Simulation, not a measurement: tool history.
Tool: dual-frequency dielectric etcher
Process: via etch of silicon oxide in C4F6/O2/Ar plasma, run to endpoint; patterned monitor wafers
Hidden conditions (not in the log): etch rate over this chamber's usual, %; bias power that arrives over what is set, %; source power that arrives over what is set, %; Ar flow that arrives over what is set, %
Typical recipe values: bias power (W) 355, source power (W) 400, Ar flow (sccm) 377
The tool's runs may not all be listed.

run,day,bias power (W),source power (W),Ar flow (sccm),wafers since the last listed run,hours since the last wet clean,hours since the last bias power generator calibration,hours since the last source power generator calibration,hours since the last Ar flow controller change,hours since the last upper electrode change,"incoming incoming film thickness, nm",endpoint time (s)
1,0.000,355,350,377,0,299.1,3073.5,2316.7,3697.7,3048.0,114.5,29.7
2,0.500,355,350,377,150,311.1,3085.5,2328.7,3709.7,3060.0,113.7,29.3
3,1.058,355,350,377,168,324.5,3098.9,2342.1,3723.1,3073.4,115.3,29.4
4,1.746,355,400,377,207,341.0,3115.4,2358.6,3739.6,3089.9,113.9,28.7
5,2.196,355,400,377,135,351.8,3126.2,2369.4,3750.4,3100.7,113.4,28.4
6,2.738,355,400,377,163,364.8,3139.2,2382.4,3763.4,3113.7,114.1,28.5
7,3.275,355,400,377,161,377.7,3152.1,2395.3,3776.3,3126.6,114.1,28.0
8,3.908,355,400,377,190,392.9,3167.3,2410.5,3791.5,3141.8,114.5,28.5
9,4.196,355,400,377,86,399.8,3174.2,2417.4,3798.4,3148.7,113.8,27.9
# day 5.021: bias power generator calibrated
# day 5.196: wet clean of the chamber
# day 5.367: upper electrode replaced
10,5.388,355,400,377,205,4.6,8.8,2446.0,3827.0,0.5,115.9,30.3
11,5.433,396,400,377,13,5.7,9.9,2447.1,3828.1,1.6,114.8,29.1
12,5.688,355,400,377,76,11.8,16.0,2453.2,3834.2,7.7,113.4,29.3
13,6.183,429,400,377,149,23.7,27.9,2465.1,3846.1,19.6,114.2,28.1
14,6.842,355,400,377,198,39.5,43.7,2480.9,3861.9,35.4,114.4,29.6
# day 7.112: Ar flow controller replaced
15,7.321,355,300,333,69,51.0,55.2,2492.4,5.0,46.9,114.0,30.7
16,7.683,355,310,401,109,59.7,63.9,2501.1,13.7,55.6,113.9,31.2
# day 8.117: source power generator calibrated
17,8.417,355,400,377,170,77.3,81.5,7.2,31.3,73.2,114.1,29.2
18,8.900,400,310,377,145,88.9,93.1,18.8,42.9,84.8,114.5,30.1
19,9.483,385,400,377,175,102.9,107.1,32.8,56.9,98.8,115.3,29.6
20,9.967,355,400,377,145,114.5,118.7,44.4,68.5,110.4,113.8,29.1
21,10.446,355,310,422,144,126.0,130.2,55.9,80.0,121.9,114.4,30.9
22,10.771,404,360,434,97,133.8,138.0,63.7,87.8,129.7,115.0,29.7
23,11.221,404,480,377,135,144.6,148.8,74.5,98.6,140.5,113.9,27.0
24,11.729,294,440,377,153,156.8,161.0,86.7,110.8,152.7,114.5,30.3
25,12.312,292,400,440,175,170.8,175.0,100.7,124.8,166.7,112.5,31.0
26,12.783,355,400,377,141,182.1,186.3,112.0,136.1,178.0,113.1,28.7
27,13.054,421,400,377,81,188.6,192.8,118.5,142.6,184.5,112.4,27.5
28,13.354,355,400,295,90,195.8,200.0,125.7,149.8,191.7,114.7,28.9

Pick out some run-to-run changes in endpoint time (s). Of each, how much would a tool without hidden state show as well, from the settings, what came in and chance, and how much is left for the hidden state and any gauge scatter not in both results compared?
Run 4 -> 5: no setting touched and nothing written in the log between the runs. endpoint time (s) -0.3: hidden state -0.1, all else -0.2.
Run 9 -> 10: bias power generator calibrated, wet clean of the chamber, upper electrode replaced. endpoint time (s) +2.4: hidden state +1.6, all else +0.8.
Run 22 -> 23: source power (W) 360 -> 480, Ar flow (sccm) 434 -> 377. endpoint time (s) -2.7: hidden state -0.1, all else -2.6.
Run 23 -> 24: bias power (W) 404 -> 294, source power (W) 480 -> 440. endpoint time (s) +3.3: hidden state +0.0, all else +3.3.
